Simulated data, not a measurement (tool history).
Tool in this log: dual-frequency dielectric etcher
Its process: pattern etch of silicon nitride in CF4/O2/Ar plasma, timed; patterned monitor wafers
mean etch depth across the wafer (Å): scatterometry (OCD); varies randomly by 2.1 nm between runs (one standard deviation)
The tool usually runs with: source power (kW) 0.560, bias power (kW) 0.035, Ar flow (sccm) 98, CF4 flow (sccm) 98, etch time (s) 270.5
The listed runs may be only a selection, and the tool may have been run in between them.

| run | hour | source power (kW) | bias power (kW) | Ar flow (sccm) | CF4 flow (sccm) | etch time (s) | wafers since the last listed run | hours since the last wet clean | hours since the last source power generator calibration | hours since the last bias power generator calibration | hours since the last Ar flow controller change | hours since the last CF4 flow controller change | hours since the last upper electrode change | hours since the gauge calibration | read-back reference wafer on the same gauge, depth_nm | mean etch depth across the wafer (Å) |
|---|---|---|---|---|---|---|---|---|---|---|---|---|---|---|---|---|
| 1 | 0.0 | 0.560 | 0.032 | 98 | 98 | 270.5 | 0 | 412.7 | 3955.7 | 685.5 | 498.1 | 183.2 | 2660.3 | 1748.8 | 594.7 | 4937 |
| 2 | 39.9 | 0.560 | 0.035 | 98 | 114 | 301.5 | 147 | 452.6 | 3995.6 | 725.4 | 538.0 | 223.1 | 2700.2 | 1788.7 | 594.8 | 5798 |
|  | 72.4 | gauge calibrated |
| 3 | 116.4 | 0.560 | 0.035 | 98 | 98 | 270.5 | 282 | 529.1 | 4072.1 | 801.9 | 614.5 | 299.6 | 2776.7 | 44.0 | 594.6 | 5064 |
|  | 148.2 | upper electrode replaced |
|  | 178.9 | wet clean of the chamber |
| 4 | 201.9 | 0.670 | 0.035 | 98 | 117 | 270.5 | 138 | 23.0 | 4157.6 | 887.4 | 700.0 | 385.1 | 53.7 | 129.5 | 593.8 | 6118 |
| 5 | 278.9 | 0.650 | 0.026 | 98 | 119 | 270.5 | 284 | 100.0 | 4234.6 | 964.4 | 777.0 | 462.1 | 130.7 | 206.5 | 593.1 | 5533 |
|  | 358.1 | source power generator calibrated |
| 6 | 378.7 | 0.560 | 0.035 | 114 | 98 | 270.5 | 353 | 199.8 | 20.6 | 1064.2 | 876.8 | 561.9 | 230.5 | 306.3 | 594.0 | 4924 |
| 7 | 450.4 | 0.560 | 0.035 | 98 | 98 | 237.5 | 264 | 271.5 | 92.3 | 1135.9 | 948.5 | 633.6 | 302.2 | 378.0 | 593.3 | 4457 |
| 8 | 498.6 | 0.660 | 0.035 | 98 | 75 | 217.5 | 178 | 319.7 | 140.5 | 1184.1 | 996.7 | 681.8 | 350.4 | 426.2 | 594.1 | 4473 |
| 9 | 577.4 | 0.560 | 0.035 | 98 | 98 | 270.5 | 291 | 398.5 | 219.3 | 1262.9 | 1075.5 | 760.6 | 429.2 | 505.0 | 593.6 | 5055 |
| 10 | 654.1 | 0.560 | 0.035 | 98 | 98 | 270.5 | 283 | 475.2 | 296.0 | 1339.6 | 1152.2 | 837.3 | 505.9 | 581.7 | 593.9 | 5054 |
|  | 712.4 | wet clean of the chamber |
| 11 | 746.0 | 0.460 | 0.035 | 111 | 98 | 270.5 | 250 | 33.6 | 387.9 | 1431.5 | 1244.1 | 929.2 | 597.8 | 673.6 | 594.4 | 4171 |
| 12 | 840.4 | 0.560 | 0.040 | 113 | 98 | 270.5 | 348 | 128.0 | 482.3 | 1525.9 | 1338.5 | 1023.6 | 692.2 | 768.0 | 593.5 | 5127 |
| 13 | 926.2 | 0.560 | 0.031 | 98 | 98 | 270.5 | 316 | 213.8 | 568.1 | 1611.7 | 1424.3 | 1109.4 | 778.0 | 853.8 | 594.3 | 4909 |
| 14 | 991.6 | 0.460 | 0.035 | 98 | 110 | 270.5 | 241 | 279.2 | 633.5 | 1677.1 | 1489.7 | 1174.8 | 843.4 | 919.2 | 593.3 | 4343 |
| 15 | 1095.5 | 0.560 | 0.035 | 109 | 110 | 299.0 | 383 | 383.1 | 737.4 | 1781.0 | 1593.6 | 1278.7 | 947.3 | 1023.1 | 593.8 | 5642 |
| 16 | 1137.6 | 0.560 | 0.035 | 92 | 98 | 209.0 | 155 | 425.2 | 779.5 | 1823.1 | 1635.7 | 1320.8 | 989.4 | 1065.2 | 594.4 | 3989 |
| 17 | 1232.9 | 0.560 | 0.035 | 98 | 114 | 301.5 | 352 | 520.5 | 874.8 | 1918.4 | 1731.0 | 1416.1 | 1084.7 | 1160.5 | 593.8 | 5773 |
| 18 | 1269.5 | 0.520 | 0.041 | 92 | 106 | 270.5 | 135 | 557.1 | 911.4 | 1955.0 | 1767.6 | 1452.7 | 1121.3 | 1197.1 | 593.5 | 5072 |
|  | 1342.8 | wet clean of the chamber |
| 19 | 1350.1 | 0.500 | 0.038 | 98 | 113 | 204.0 | 209 | 7.3 | 992.0 | 2035.6 | 1848.2 | 1533.3 | 1201.9 | 1277.7 | 593.9 | 3623 |
| 20 | 1408.6 | 0.560 | 0.035 | 98 | 98 | 270.5 | 216 | 65.8 | 1050.5 | 2094.1 | 1906.7 | 1591.8 | 1260.4 | 1336.2 | 593.4 | 5046 |

For each entry between runs, how does the tool's hidden state at the last listed run before it compare with that at the first listed run after it?
Run 2 -> run 3: gauge calibrated (hour 72.4)
  no hidden state differs between the two runs
Run 3 -> run 4: upper electrode replaced (hour 148.2); wet clean of the chamber (hour 178.9)
  no hidden state differs between the two runs
Run 5 -> run 6: source power generator calibrated (hour 358.1)
  no hidden state differs between the two runs
Run 10 -> run 11: wet clean of the chamber (hour 712.4)
  no hidden state differs between the two runs
Run 18 -> run 19: wet clean of the chamber (hour 1342.8)
  no hidden state differs between the two runs

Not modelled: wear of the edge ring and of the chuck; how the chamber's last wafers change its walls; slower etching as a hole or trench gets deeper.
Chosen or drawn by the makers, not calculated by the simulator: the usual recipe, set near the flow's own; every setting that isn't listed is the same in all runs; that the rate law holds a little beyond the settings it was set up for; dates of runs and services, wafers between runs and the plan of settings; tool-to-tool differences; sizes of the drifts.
